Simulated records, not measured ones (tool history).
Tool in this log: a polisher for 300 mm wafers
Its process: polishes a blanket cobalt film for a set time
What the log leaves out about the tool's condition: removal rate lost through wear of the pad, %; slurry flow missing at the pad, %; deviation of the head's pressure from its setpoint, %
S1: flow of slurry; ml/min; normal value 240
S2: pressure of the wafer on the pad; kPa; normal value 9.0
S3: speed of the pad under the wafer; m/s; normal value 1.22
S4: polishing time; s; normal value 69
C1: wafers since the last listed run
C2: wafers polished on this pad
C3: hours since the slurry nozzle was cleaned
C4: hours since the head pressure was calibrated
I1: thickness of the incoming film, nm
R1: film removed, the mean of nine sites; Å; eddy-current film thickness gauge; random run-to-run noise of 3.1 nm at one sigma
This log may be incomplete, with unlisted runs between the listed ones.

| run | hour | S1 | S2 | S3 | S4 | C1 | C2 | C3 | C4 | I1 | R1 |
|---|---|---|---|---|---|---|---|---|---|---|---|
| 1 | 0.0 | 240 | 9.0 | 1.22 | 61 | 0 | 103 | 515.9 | 961.2 | 1486.2 | 2275 |
| 2 | 11.2 | 240 | 9.0 | 1.22 | 69 | 94 | 198 | 527.1 | 972.4 | 1478.5 | 2612 |
| 3 | 60.6 | 240 | 9.0 | 1.22 | 69 | 418 | 616 | 576.5 | 1021.8 | 1468.3 | 2572 |
| 4 | 75.6 | 195 | 9.0 | 1.22 | 69 | 126 | 743 | 591.5 | 1036.8 | 1495.1 | 2534 |
| 5 | 82.9 | 195 | 9.0 | 1.22 | 69 | 61 | 805 | 598.8 | 1044.1 | 1469.1 | 2544 |
| 6 | 90.3 | 240 | 9.0 | 1.22 | 69 | 62 | 868 | 606.2 | 1051.5 | 1441.0 | 2572 |
| 7 | 99.6 | 240 | 9.0 | 1.22 | 69 | 78 | 947 | 615.5 | 1060.8 | 1490.7 | 2575 |
| 8 | 107.3 | 240 | 9.0 | 1.22 | 69 | 65 | 1012 | 623.2 | 1068.5 | 1481.3 | 2579 |
|  | 117.3 | worn pad replaced by a new one |
| 9 | 122.3 | 185 | 9.0 | 1.22 | 69 | 93 | 42 | 638.2 | 1083.5 | 1493.1 | 2568 |
| 10 | 134.3 | 240 | 9.0 | 1.22 | 69 | 101 | 143 | 650.2 | 1095.5 | 1484.6 | 2495 |
| 11 | 144.3 | 240 | 9.0 | 1.22 | 69 | 84 | 228 | 660.2 | 1105.5 | 1456.8 | 2549 |
|  | 147.3 | slurry nozzle cleaned |
| 12 | 158.2 | 240 | 9.0 | 1.22 | 69 | 109 | 337 | 10.9 | 1119.4 | 1473.3 | 2618 |
|  | 166.4 | head pressure recalibrated |
| 13 | 167.1 | 315 | 9.0 | 1.22 | 63 | 58 | 395 | 19.8 | 0.7 | 1478.4 | 2409 |
| 14 | 182.0 | 240 | 6.2 | 1.56 | 69 | 126 | 522 | 34.7 | 15.6 | 1467.1 | 2283 |
| 15 | 193.5 | 155 | 9.0 | 1.60 | 69 | 97 | 619 | 46.2 | 27.1 | 1471.0 | 3214 |
| 16 | 201.5 | 300 | 8.3 | 1.00 | 69 | 67 | 687 | 54.2 | 35.1 | 1475.8 | 1999 |
| 17 | 211.3 | 240 | 9.0 | 1.22 | 69 | 82 | 770 | 64.0 | 44.9 | 1468.4 | 2518 |
| 18 | 220.0 | 205 | 10.3 | 1.52 | 54 | 73 | 843 | 72.7 | 53.6 | 1478.7 | 2807 |
| 19 | 231.6 | 240 | 11.7 | 1.06 | 69 | 98 | 942 | 84.3 | 65.2 | 1486.7 | 2834 |
| 20 | 240.2 | 170 | 9.0 | 1.22 | 62 | 72 | 1014 | 92.9 | 73.8 | 1467.3 | 2291 |
|  | 266.8 | worn pad replaced by a new one |
| 21 | 269.8 | 160 | 9.0 | 1.38 | 82 | 216 | 25 | 122.5 | 103.4 | 1463.8 | 3283 |
| 22 | 286.9 | 240 | 12.4 | 1.22 | 69 | 144 | 170 | 139.6 | 120.5 | 1470.1 | 3524 |
| 23 | 296.9 | 285 | 10.3 | 1.22 | 58 | 84 | 254 | 149.6 | 130.5 | 1454.8 | 2530 |
| 24 | 307.3 | 240 | 9.0 | 0.96 | 54 | 88 | 342 | 160.0 | 140.9 | 1443.1 | 1597 |
| 25 | 321.7 | 160 | 11.0 | 0.88 | 87 | 121 | 464 | 174.4 | 155.3 | 1447.3 | 2774 |
| 26 | 329.2 | 195 | 9.0 | 1.60 | 69 | 63 | 528 | 181.9 | 162.8 | 1479.5 | 3276 |
| 27 | 336.2 | 185 | 9.0 | 1.22 | 69 | 59 | 587 | 188.9 | 169.8 | 1486.8 | 2570 |
| 28 | 346.9 | 240 | 9.0 | 1.22 | 85 | 90 | 678 | 199.6 | 180.5 | 1473.9 | 3229 |
| 29 | 357.2 | 265 | 9.0 | 0.90 | 69 | 87 | 765 | 209.9 | 190.8 | 1472.6 | 1941 |
| 30 | 373.0 | 295 | 9.0 | 1.22 | 69 | 133 | 899 | 225.7 | 206.6 | 1450.9 | 2551 |
| 31 | 382.1 | 240 | 9.0 | 1.60 | 69 | 77 | 976 | 234.8 | 215.7 | 1471.8 | 3308 |
| 32 | 396.5 | 240 | 9.0 | 1.22 | 69 | 121 | 1098 | 249.2 | 230.1 | 1470.7 | 2589 |
| 33 | 407.0 | 215 | 11.0 | 1.40 | 69 | 88 | 1187 | 259.7 | 240.6 | 1447.4 | 3599 |
|  | 419.3 | worn pad replaced by a new one |
| 34 | 419.8 | 240 | 9.0 | 0.82 | 69 | 74 | 4 | 272.5 | 253.4 | 1460.4 | 1722 |
| 35 | 425.6 | 205 | 10.3 | 1.52 | 54 | 49 | 53 | 278.3 | 259.2 | 1476.4 | 2871 |
| 36 | 440.6 | 240 | 11.7 | 1.22 | 69 | 126 | 180 | 293.3 | 274.2 | 1465.1 | 3333 |

What the log doesn't show, run by run:
removal rate lost through wear of the pad, %: 0 across all the runs
slurry flow missing at the pad, %: 0 across all the runs
deviation of the head's pressure from its setpoint, %: 0 across all the runs
